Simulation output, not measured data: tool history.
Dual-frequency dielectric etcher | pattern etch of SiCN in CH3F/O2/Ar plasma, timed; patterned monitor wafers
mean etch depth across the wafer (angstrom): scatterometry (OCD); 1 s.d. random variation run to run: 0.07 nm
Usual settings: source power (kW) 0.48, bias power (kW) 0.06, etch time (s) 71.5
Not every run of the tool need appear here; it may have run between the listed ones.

| run | day | source power (kW) | bias power (kW) | etch time (s) | wafers since the last listed run | hours since the last wet clean | hours since the last source power generator calibration | hours since the last bias power generator calibration | hours since the last upper electrode change | hours since the gauge calibration | read-back reference wafer on the same gauge, depth_nm | mean etch depth across the wafer (angstrom) |
|---|---|---|---|---|---|---|---|---|---|---|---|---|
| 1 | 0 | 0.48 | 0.06 | 71.5 | 0 | 565 | 243.8 | 1978.2 | 2138.5 | 176.4 | 21.59 | 268.7 |
|  | 4.325 | wet clean of the chamber |
| 2 | 4.417 | 0.48 | 0.06 | 71.5 | 665 | 2.2 | 349.8 | 2084.2 | 2244.5 | 282.4 | 21.6 | 261.8 |
| 3 | 7.712 | 0.48 | 0.06 | 71.5 | 641 | 81.3 | 428.9 | 2163.3 | 2323.6 | 361.5 | 21.59 | 261.9 |
| 4 | 9.467 | 0.48 | 0.06 | 71.5 | 341 | 123.4 | 471 | 2205.4 | 2365.7 | 403.6 | 21.61 | 263.7 |
| 5 | 12.467 | 0.48 | 0.06 | 71.5 | 583 | 195.4 | 543 | 2277.4 | 2437.7 | 475.6 | 21.59 | 263.9 |
| 6 | 14.075 | 0.48 | 0.06 | 71.5 | 313 | 234 | 581.6 | 2316 | 2476.3 | 514.2 | 21.59 | 264.5 |
| 7 | 16.1 | 0.48 | 0.049 | 71.5 | 394 | 282.6 | 630.2 | 2364.6 | 2524.9 | 562.8 | 21.62 | 240.5 |
| 8 | 19.146 | 0.48 | 0.049 | 71.5 | 592 | 355.7 | 703.3 | 2437.7 | 2598 | 635.9 | 21.59 | 241 |
| 9 | 23.3 | 0.48 | 0.06 | 71.5 | 808 | 455.4 | 803 | 2537.4 | 2697.7 | 735.6 | 21.61 | 266.9 |
|  | 25.675 | wet clean of the chamber |
| 10 | 25.758 | 0.48 | 0.06 | 71.5 | 283 | 2 | 862 | 2596.4 | 2756.7 | 794.6 | 21.6 | 261.8 |
| 11 | 28.558 | 0.48 | 0.06 | 71.5 | 545 | 69.2 | 929.2 | 2663.6 | 2823.9 | 861.8 | 21.61 | 263 |
| 12 | 31.862 | 0.43 | 0.06 | 81 | 643 | 148.5 | 1008.5 | 2742.9 | 2903.2 | 941.1 | 21.61 | 278 |
| 13 | 34.762 | 0.48 | 0.072 | 59.5 | 564 | 218.1 | 1078.1 | 2812.5 | 2972.8 | 1010.7 | 21.59 | 239.5 |
| 14 | 38.504 | 0.48 | 0.06 | 71.5 | 728 | 307.9 | 1167.9 | 2902.3 | 3062.6 | 1100.5 | 21.59 | 265.5 |
| 15 | 40.45 | 0.56 | 0.06 | 71.5 | 378 | 354.6 | 1214.6 | 2949 | 3109.3 | 1147.2 | 21.59 | 290.9 |
| 16 | 43.788 | 0.48 | 0.06 | 92.5 | 649 | 434.7 | 1294.7 | 3029.1 | 3189.4 | 1227.3 | 21.59 | 344.7 |
| 17 | 45.321 | 0.48 | 0.06 | 71.5 | 298 | 471.5 | 1331.5 | 3065.9 | 3226.2 | 1264.1 | 21.6 | 266 |
|  | 46.333 | bias power generator calibrated |
| 18 | 49.788 | 0.48 | 0.049 | 71.5 | 837 | 578.7 | 1438.7 | 82.9 | 3333.4 | 1371.3 | 21.59 | 242.9 |
|  | 52.396 | wet clean of the chamber |
| 19 | 52.417 | 0.48 | 0.053 | 79.5 | 317 | 0.5 | 1501.8 | 146 | 3396.5 | 1434.4 | 21.6 | 274.2 |
| 20 | 55.162 | 0.48 | 0.06 | 71.5 | 534 | 66.4 | 1567.7 | 211.9 | 3462.4 | 1500.3 | 21.58 | 264 |
| 21 | 58.025 | 0.48 | 0.06 | 71.5 | 557 | 135.1 | 1636.4 | 280.6 | 3531.1 | 1569 | 21.61 | 262.6 |
|  | 58.746 | gauge calibrated |
| 22 | 60.067 | 0.54 | 0.06 | 71.5 | 397 | 184.1 | 1685.4 | 329.6 | 3580.1 | 31.7 | 21.59 | 281.6 |
|  | 62.446 | source power generator calibrated |
| 23 | 62.467 | 0.48 | 0.06 | 58 | 434 | 241.7 | 0.5 | 387.2 | 3637.7 | 89.3 | 21.59 | 213.8 |
|  | 71.904 | upper electrode replaced |
| 24 | 74.596 | 0.55 | 0.051 | 71.5 | 2166 | 532.8 | 291.6 | 678.3 | 64.6 | 380.4 | 21.6 | 268.5 |
|  | 77.346 | wet clean of the chamber |
| 25 | 78.638 | 0.56 | 0.06 | 78.5 | 592 | 31 | 388.6 | 775.3 | 161.6 | 477.4 | 21.61 | 316.8 |
| 26 | 80.396 | 0.48 | 0.07 | 56.5 | 342 | 73.2 | 430.8 | 817.5 | 203.8 | 519.6 | 21.62 | 223.7 |
| 27 | 84.867 | 0.44 | 0.071 | 71.5 | 870 | 180.5 | 538.1 | 924.8 | 311.1 | 626.9 | 21.6 | 271.6 |
| 28 | 88.388 | 0.48 | 0.06 | 71.5 | 685 | 265 | 622.6 | 1009.3 | 395.6 | 711.4 | 21.6 | 265.7 |
| 29 | 92.542 | 0.42 | 0.06 | 65.5 | 808 | 364.7 | 722.3 | 1109 | 495.3 | 811.1 | 21.6 | 224.6 |
| 30 | 96.629 | 0.48 | 0.06 | 71.5 | 795 | 462.8 | 820.4 | 1207.1 | 593.4 | 909.2 | 21.61 | 267.3 |

Here are 4 independent what-if runs from the current tool condition. What would each one return?
| A | 96.646 | 0.48 | 0.06 | 71.5 | 3 | 463.2 | 820.8 | 1207.5 | 593.8 | 909.6 | ? | ? |
| B | 96.646 | 0.58 | 0.06 | 59 | 3 | 463.2 | 820.8 | 1207.5 | 593.8 | 909.6 | ? | ? |
| C | 96.646 | 0.48 | 0.05 | 71.5 | 3 | 463.2 | 820.8 | 1207.5 | 593.8 | 909.6 | ? | ? |
| D | 96.646 | 0.56 | 0.049 | 65.5 | 3 | 463.2 | 820.8 | 1207.5 | 593.8 | 909.6 | ? | ? |

| run | read-back reference wafer on the same gauge, depth_nm | mean etch depth across the wafer (angstrom) |
|---|---|---|
| A | 21.59 | 267.5 |
| B | 21.59 | 246.2 |
| C | 21.59 | 245 |
| D | 21.59 | 243.6 |
Without the tool's unlogged condition, the same runs would have read:
| run | mean etch depth across the wafer (angstrom) |
|---|---|
| A | 262 |
| B | 241.2 |
| C | 240 |
| D | 238.6 |
